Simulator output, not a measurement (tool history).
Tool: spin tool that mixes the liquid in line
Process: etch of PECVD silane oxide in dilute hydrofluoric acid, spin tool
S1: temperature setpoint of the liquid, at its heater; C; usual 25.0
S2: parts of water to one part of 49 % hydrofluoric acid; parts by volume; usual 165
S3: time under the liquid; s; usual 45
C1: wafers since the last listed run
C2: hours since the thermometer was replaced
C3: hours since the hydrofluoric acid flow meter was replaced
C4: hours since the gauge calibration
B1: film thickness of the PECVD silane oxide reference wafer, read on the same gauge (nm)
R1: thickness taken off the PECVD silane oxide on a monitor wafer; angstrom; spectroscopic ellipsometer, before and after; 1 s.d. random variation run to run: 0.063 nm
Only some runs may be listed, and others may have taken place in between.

| run | day | S1 | S2 | S3 | C1 | C2 | C3 | C4 | B1 | R1 |
|---|---|---|---|---|---|---|---|---|---|---|
| 1 | 0.000 | 22.5 | 165 | 45 | 0 | 1182.4 | 969.4 | 22.7 | 60.03 | 71.0 |
| 2 | 0.346 | 25.0 | 165 | 45 | 120 | 1190.7 | 977.7 | 31.0 | 60.00 | 79.0 |
| 3 | 0.633 | 25.0 | 195 | 45 | 99 | 1197.6 | 984.6 | 37.9 | 59.98 | 63.8 |
| 4 | 0.988 | 25.0 | 195 | 45 | 122 | 1206.1 | 993.1 | 46.4 | 60.03 | 63.5 |
| 5 | 1.708 | 25.0 | 165 | 45 | 250 | 1223.4 | 1010.4 | 63.7 | 59.98 | 79.1 |
| 6 | 1.967 | 25.0 | 165 | 45 | 89 | 1229.6 | 1016.6 | 69.9 | 60.00 | 79.7 |
| 7 | 2.229 | 25.0 | 165 | 45 | 91 | 1235.9 | 1022.9 | 76.2 | 60.02 | 78.0 |
| 8 | 2.708 | 25.0 | 165 | 60 | 166 | 1247.4 | 1034.4 | 87.7 | 60.01 | 103.5 |
| 9 | 4.346 | 25.0 | 165 | 60 | 568 | 1286.7 | 1073.7 | 127.0 | 59.99 | 105.0 |
| 10 | 5.067 | 25.0 | 165 | 45 | 250 | 1304.0 | 1091.0 | 144.3 | 59.98 | 77.7 |
| 11 | 5.646 | 25.0 | 130 | 45 | 201 | 1317.9 | 1104.9 | 158.2 | 59.98 | 104.0 |
| 12 | 7.650 | 25.0 | 130 | 45 | 695 | 1366.0 | 1153.0 | 206.3 | 60.01 | 103.7 |
| 13 | 7.917 | 25.0 | 165 | 45 | 92 | 1372.4 | 1159.4 | 212.7 | 60.04 | 77.7 |
| 14 | 8.483 | 21.0 | 165 | 55 | 196 | 1386.0 | 1173.0 | 226.3 | 60.00 | 82.2 |
| 15 | 8.779 | 25.0 | 210 | 45 | 102 | 1393.1 | 1180.1 | 233.4 | 60.01 | 58.6 |
|  | 9.017 | hydrofluoric acid flow meter replaced |
|  | 9.325 | gauge calibrated |
| 16 | 9.338 | 25.0 | 210 | 45 | 179 | 1406.5 | 7.7 | 0.3 | 60.00 | 58.9 |
| 17 | 9.638 | 20.0 | 165 | 45 | 104 | 1413.7 | 14.9 | 7.5 | 60.02 | 63.9 |
| 18 | 11.083 | 21.5 | 140 | 70 | 501 | 1448.4 | 49.6 | 42.2 | 60.00 | 128.0 |
| 19 | 11.392 | 23.0 | 190 | 65 | 107 | 1455.8 | 57.0 | 49.6 | 60.02 | 88.8 |
|  | 11.479 | thermometer replaced |
| 20 | 11.771 | 25.0 | 165 | 45 | 117 | 7.0 | 66.1 | 58.7 | 60.01 | 79.0 |
| 21 | 12.379 | 27.5 | 135 | 45 | 211 | 21.6 | 80.7 | 73.3 | 60.02 | 108.3 |
| 22 | 12.996 | 23.0 | 165 | 25 | 214 | 36.4 | 95.5 | 88.1 | 59.97 | 40.3 |
| 23 | 14.821 | 29.0 | 165 | 45 | 633 | 80.2 | 139.3 | 131.9 | 60.02 | 92.4 |
| 24 | 15.317 | 22.5 | 140 | 65 | 172 | 92.1 | 151.2 | 143.8 | 59.98 | 124.2 |
| 25 | 16.033 | 25.0 | 165 | 55 | 248 | 109.3 | 168.4 | 161.0 | 60.01 | 95.0 |
| 26 | 16.379 | 25.0 | 95 | 35 | 120 | 117.6 | 176.7 | 169.3 | 59.99 | 114.5 |
| 27 | 17.112 | 25.0 | 85 | 60 | 254 | 135.2 | 194.3 | 186.9 | 59.99 | 223.5 |
| 28 | 17.675 | 25.0 | 165 | 45 | 195 | 148.7 | 207.8 | 200.4 | 60.01 | 79.7 |
| 29 | 17.983 | 21.0 | 165 | 25 | 107 | 156.1 | 215.2 | 207.8 | 59.98 | 37.6 |
| 30 | 18.538 | 25.0 | 165 | 45 | 192 | 169.4 | 228.5 | 221.1 | 59.98 | 77.8 |
| 31 | 20.096 | 25.0 | 220 | 65 | 541 | 206.8 | 265.9 | 258.5 | 60.02 | 80.3 |
| 32 | 20.375 | 21.0 | 165 | 50 | 96 | 213.5 | 272.6 | 265.2 | 60.04 | 75.3 |
| 33 | 20.954 | 22.5 | 115 | 70 | 201 | 227.4 | 286.5 | 279.1 | 60.04 | 167.1 |

Here are 4 independent what-if runs from the current tool condition. What would each one return?
| A | 20.971 | 25.0 | 165 | 45 | 5 | 227.8 | 286.9 | 279.5 | ? | ? |
| B | 20.971 | 26.5 | 165 | 20 | 5 | 227.8 | 286.9 | 279.5 | ? | ? |
| C | 20.971 | 21.5 | 200 | 35 | 5 | 227.8 | 286.9 | 279.5 | ? | ? |
| D | 20.971 | 25.0 | 190 | 30 | 5 | 227.8 | 286.9 | 279.5 | ? | ? |

| run | B1 | R1 |
|---|---|---|
| A | 60.01 | 78.6 |
| B | 60.01 | 37.0 |
| C | 60.01 | 42.6 |
| D | 60.01 | 44.3 |
Without the tool's hidden state the same runs would have given:
| run | R1 |
|---|---|
| A | 78.6 |
| B | 37.0 |
| C | 42.6 |
| D | 44.3 |
